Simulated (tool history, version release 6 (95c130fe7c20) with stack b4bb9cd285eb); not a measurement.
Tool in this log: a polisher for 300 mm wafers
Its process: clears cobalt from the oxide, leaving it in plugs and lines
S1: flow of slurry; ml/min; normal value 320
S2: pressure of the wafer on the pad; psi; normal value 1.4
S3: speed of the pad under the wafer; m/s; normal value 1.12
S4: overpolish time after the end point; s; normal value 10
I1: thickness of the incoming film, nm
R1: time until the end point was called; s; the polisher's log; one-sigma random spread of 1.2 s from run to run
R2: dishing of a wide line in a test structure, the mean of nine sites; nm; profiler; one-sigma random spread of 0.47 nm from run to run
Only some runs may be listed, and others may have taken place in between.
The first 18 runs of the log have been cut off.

run 19 hour=865.0 | S1=320 S2=1.4 S3=1.12 S4=10 | I1=398.0 | R1=121.7 R2=27.9
run 20 hour=912.8 | S1=320 S2=1.4 S3=1.12 S4=13 | I1=396.8 | R1=118.9 R2=35.8
run 21 hour=942.3 | S1=320 S2=1.4 S3=1.24 S4=10 | I1=405.9 | R1=110.4 R2=30.9
-- hour=957.5 worn pad replaced by a new one
run 22 hour=1000.4 | S1=320 S2=1.7 S3=1.26 S4=10 | I1=400.6 | R1=94.4 R2=34.2
run 23 hour=1038.2 | S1=320 S2=1.4 S3=1.12 S4=10 | I1=406.2 | R1=124.4 R2=28.4
run 24 hour=1086.0 | S1=320 S2=1.4 S3=1.12 S4=10 | I1=393.5 | R1=119.4 R2=28.4
run 25 hour=1133.5 | S1=215 S2=1.4 S3=1.12 S4=10 | I1=391.1 | R1=124.7 R2=27.2
run 26 hour=1174.2 | S1=320 S2=1.4 S3=1.12 S4=14 | I1=395.0 | R1=120.7 R2=35.5
-- hour=1188.1 head pressure recalibrated
-- hour=1318.9 slurry nozzle cleaned
run 27 hour=1351.8 | S1=320 S2=1.1 S3=1.12 S4=10 | I1=398.3 | R1=140.7 R2=24.7
-- hour=1392.6 worn pad replaced by a new one
run 28 hour=1411.9 | S1=405 S2=1.2 S3=1.26 S4=13 | I1=395.6 | R1=116.2 R2=35.5
run 29 hour=1470.1 | S1=320 S2=1.4 S3=0.88 S4=10 | I1=394.5 | R1=151.6 R2=22.8
run 30 hour=1501.9 | S1=320 S2=1.4 S3=1.12 S4=10 | I1=396.7 | R1=121.6 R2=28.3
run 31 hour=1567.0 | S1=320 S2=1.4 S3=0.92 S4=10 | I1=405.0 | R1=150.1 R2=24.3
run 32 hour=1633.6 | S1=320 S2=1.4 S3=1.28 S4=12 | I1=405.4 | R1=107.2 R2=36.5
run 33 hour=1695.6 | S1=355 S2=1.2 S3=1.28 S4=4 | I1=391.7 | R1=117.0 R2=12.7
run 34 hour=1736.4 | S1=395 S2=1.9 S3=1.12 S4=10 | I1=398.3 | R1=97.0 R2=33.7

Each row is a separate what-if for the run after 34, all from the same tool condition, not one after another. Results?
run A hour=1736.9 | S1=355 S2=1.4 S3=1.12 S4=10 | I1=408.2 | R1=? R2=?
run B hour=1736.9 | S1=245 S2=1.0 S3=0.96 S4=14 | I1=408.2 | R1=? R2=?
run C hour=1736.9 | S1=360 S2=1.6 S3=1.28 S4=10 | I1=408.2 | R1=? R2=?
run D hour=1736.9 | S1=320 S2=1.6 S3=1.12 S4=7 | I1=408.2 | R1=? R2=?

run=A R1=123.8 R2=28.5
run=B R1=183.2 R2=27.3
run=C R1=98.9 R2=34.1
run=D R1=113.9 R2=22.6
With the hidden condition removed and each run's random variation left untouched, the same runs would have given:
run=A R1=123.8 R2=28.5
run=B R1=183.2 R2=27.3
run=C R1=98.9 R2=34.1
run=D R1=113.9 R2=22.6
